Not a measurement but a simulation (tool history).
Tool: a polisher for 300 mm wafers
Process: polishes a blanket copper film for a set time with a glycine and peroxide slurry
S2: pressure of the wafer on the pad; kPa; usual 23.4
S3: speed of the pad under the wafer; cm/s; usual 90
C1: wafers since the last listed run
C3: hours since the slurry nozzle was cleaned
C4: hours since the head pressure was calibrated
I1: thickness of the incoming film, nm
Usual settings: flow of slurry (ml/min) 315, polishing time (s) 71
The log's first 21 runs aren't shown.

{"run": 22, "hour": 1082.5, "flow of slurry (ml/min)": 415, "S2": 20, "S3": 68, "polishing time (s)": 60, "C1": 614, "wafers polished on this pad": 1228, "C3": 127.4, "C4": 980.4, "I1": 2052, "film removed (Å)": 2779}
{"run": 23, "hour": 1128.6, "flow of slurry (ml/min)": 315, "S2": 23.4, "S3": 90, "polishing time (s)": 71, "C1": 439, "wafers polished on this pad": 1667, "C3": 173.5, "C4": 1026.5, "I1": 2056.6, "film removed (Å)": 4331}
{"hour": 1199.3, "done": "head pressure recalibrated"}
{"run": 24, "hour": 1294.7, "flow of slurry (ml/min)": 400, "S2": 23.4, "S3": 90, "polishing time (s)": 95, "C1": 1562, "wafers polished on this pad": 3230, "C3": 339.6, "C4": 95.4, "I1": 2020.4, "film removed (Å)": 5959}
{"hour": 1303.7, "done": "worn pad replaced by a new one"}
{"run": 25, "hour": 1327.7, "flow of slurry (ml/min)": 315, "S2": 23.4, "S3": 90, "polishing time (s)": 50, "C1": 276, "wafers polished on this pad": 228, "C3": 372.6, "C4": 128.4, "I1": 2039.2, "film removed (Å)": 3111}
{"run": 26, "hour": 1360.2, "flow of slurry (ml/min)": 285, "S2": 23.4, "S3": 90, "polishing time (s)": 71, "C1": 309, "wafers polished on this pad": 538, "C3": 405.1, "C4": 160.9, "I1": 2065.9, "film removed (Å)": 4297}
{"run": 27, "hour": 1412.7, "flow of slurry (ml/min)": 315, "S2": 23.4, "S3": 90, "polishing time (s)": 95, "C1": 500, "wafers polished on this pad": 1038, "C3": 457.6, "C4": 213.4, "I1": 2020.9, "film removed (Å)": 5761}
{"run": 28, "hour": 1449.2, "flow of slurry (ml/min)": 245, "S2": 19.3, "S3": 102, "polishing time (s)": 88, "C1": 347, "wafers polished on this pad": 1386, "C3": 494.1, "C4": 249.9, "I1": 2022.3, "film removed (Å)": 5016}
{"run": 29, "hour": 1509.2, "flow of slurry (ml/min)": 395, "S2": 17.2, "S3": 90, "polishing time (s)": 62, "C1": 571, "wafers polished on this pad": 1957, "C3": 554.1, "C4": 309.9, "I1": 2023.9, "film removed (Å)": 3222}
{"run": 30, "hour": 1535.7, "flow of slurry (ml/min)": 385, "S2": 26.2, "S3": 100, "polishing time (s)": 71, "C1": 252, "wafers polished on this pad": 2209, "C3": 580.6, "C4": 336.4, "I1": 2033.9, "film removed (Å)": 5154}
{"run": 31, "hour": 1571.1, "flow of slurry (ml/min)": 315, "S2": 23.4, "S3": 90, "polishing time (s)": 71, "C1": 337, "wafers polished on this pad": 2547, "C3": 616, "C4": 371.8, "I1": 2066.3, "film removed (Å)": 4239}
{"hour": 1619.2, "done": "worn pad replaced by a new one"}
{"run": 32, "hour": 1637.6, "flow of slurry (ml/min)": 285, "S2": 23.4, "S3": 90, "polishing time (s)": 71, "C1": 595, "wafers polished on this pad": 175, "C3": 682.5, "C4": 438.3, "I1": 2012.6, "film removed (Å)": 4176}
{"run": 33, "hour": 1700.2, "flow of slurry (ml/min)": 270, "S2": 23.4, "S3": 116, "polishing time (s)": 85, "C1": 596, "wafers polished on this pad": 771, "C3": 745.1, "C4": 500.9, "I1": 2068.9, "film removed (Å)": 5977}
{"run": 34, "hour": 1741.8, "flow of slurry (ml/min)": 315, "S2": 23.4, "S3": 90, "polishing time (s)": 71, "C1": 396, "wafers polished on this pad": 1167, "C3": 786.7, "C4": 542.5, "I1": 2037.7, "film removed (Å)": 4252}

4 ways to go on from here, each from the tool as it stands after run 34. What would each give?
{"run": "A", "hour": 1742.2, "flow of slurry (ml/min)": 315, "S2": 23.4, "S3": 90, "polishing time (s)": 71, "C1": 3, "wafers polished on this pad": 1171, "C3": 787.1, "C4": 542.9, "I1": 2036.9, "film removed (Å)": "?"}
{"run": "B", "hour": 1742.2, "flow of slurry (ml/min)": 315, "S2": 17.2, "S3": 120, "polishing time (s)": 71, "C1": 3, "wafers polished on this pad": 1171, "C3": 787.1, "C4": 542.9, "I1": 2036.9, "film removed (Å)": "?"}
{"run": "C", "hour": 1742.2, "flow of slurry (ml/min)": 380, "S2": 23.4, "S3": 66, "polishing time (s)": 89, "C1": 3, "wafers polished on this pad": 1171, "C3": 787.1, "C4": 542.9, "I1": 2036.9, "film removed (Å)": "?"}
{"run": "D", "hour": 1742.2, "flow of slurry (ml/min)": 315, "S2": 23.4, "S3": 62, "polishing time (s)": 71, "C1": 3, "wafers polished on this pad": 1171, "C3": 787.1, "C4": 542.9, "I1": 2036.9, "film removed (Å)": "?"}

run=A film_removed_(Å)=4207
run=B film_removed_(Å)=4345
run=C film_removed_(Å)=4266
run=D film_removed_(Å)=3183
Without the tool's hidden state the same runs would have given:
run=A film_removed_(Å)=4354
run=B film_removed_(Å)=4497
run=C film_removed_(Å)=4389
run=D film_removed_(Å)=3294
